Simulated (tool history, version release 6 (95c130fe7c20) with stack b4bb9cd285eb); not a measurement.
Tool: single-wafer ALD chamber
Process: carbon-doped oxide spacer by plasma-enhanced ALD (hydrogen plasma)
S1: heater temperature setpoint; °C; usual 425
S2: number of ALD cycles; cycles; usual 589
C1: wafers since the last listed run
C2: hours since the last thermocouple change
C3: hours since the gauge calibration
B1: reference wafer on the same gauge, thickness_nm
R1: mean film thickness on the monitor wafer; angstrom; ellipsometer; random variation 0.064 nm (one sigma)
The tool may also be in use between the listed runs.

run     day   S1   S2  C1      C2     C3      B1      R1
  1   0.000  425  534   0  1173.0  488.1  26.513  251.61
  2   1.371  425  534  26  1205.9  521.0  26.502  250.95
  3   1.929  425  589  10  1219.3  534.4  26.502  277.36
  4   2.512  425  513  11  1233.3  548.4  26.495  242.16
  5   3.725  425  589  23  1262.4  577.5  26.487  277.25
  6   4.254  425  589  10  1275.1  590.2  26.508  277.10
  7   5.296  425  589  19  1300.1  615.2  26.510  276.51
      7.596  -- gauge calibrated
  8   7.921  425  589  50  1363.1    7.8  26.489  278.12
  9   9.117  425  589  22  1391.8   36.5  26.501  276.47
 10   9.654  425  589  10  1404.7   49.4  26.526  276.06
 11  10.700  425  589  20  1429.8   74.5  26.495  277.21
 12  11.596  420  655  17  1451.3   96.0  26.499  312.65
     12.575  -- thermocouple changed; heater temperature recalibrated
 13  12.929  440  589  19     8.5  128.0  26.507  264.76
 14  14.046  425  589  21    35.3  154.8  26.489  277.12
 15  15.492  437  507  27    70.0  189.5  26.502  230.67
 16  16.375  416  589  16    91.2  210.7  26.486  284.36
 17  17.492  439  589  21   118.0  237.5  26.512  265.74
 18  18.488  413  589  19   141.9  261.4  26.501  287.94
 19  19.108  436  669  11   156.8  276.3  26.524  304.18
 20  20.292  413  551  22   185.2  304.7  26.497  267.94
 21  21.075  425  639  14   204.0  323.5  26.501  300.99
 22  22.221  417  589  21   231.5  351.0  26.496  282.85
 23  24.233  425  589  38   279.8  399.3  26.486  277.45

What the log doesn't show, run by run:
wafer temperature above the value expected at the setpoint (K): 0 in every run
gauge reads high (%): 0 in every run
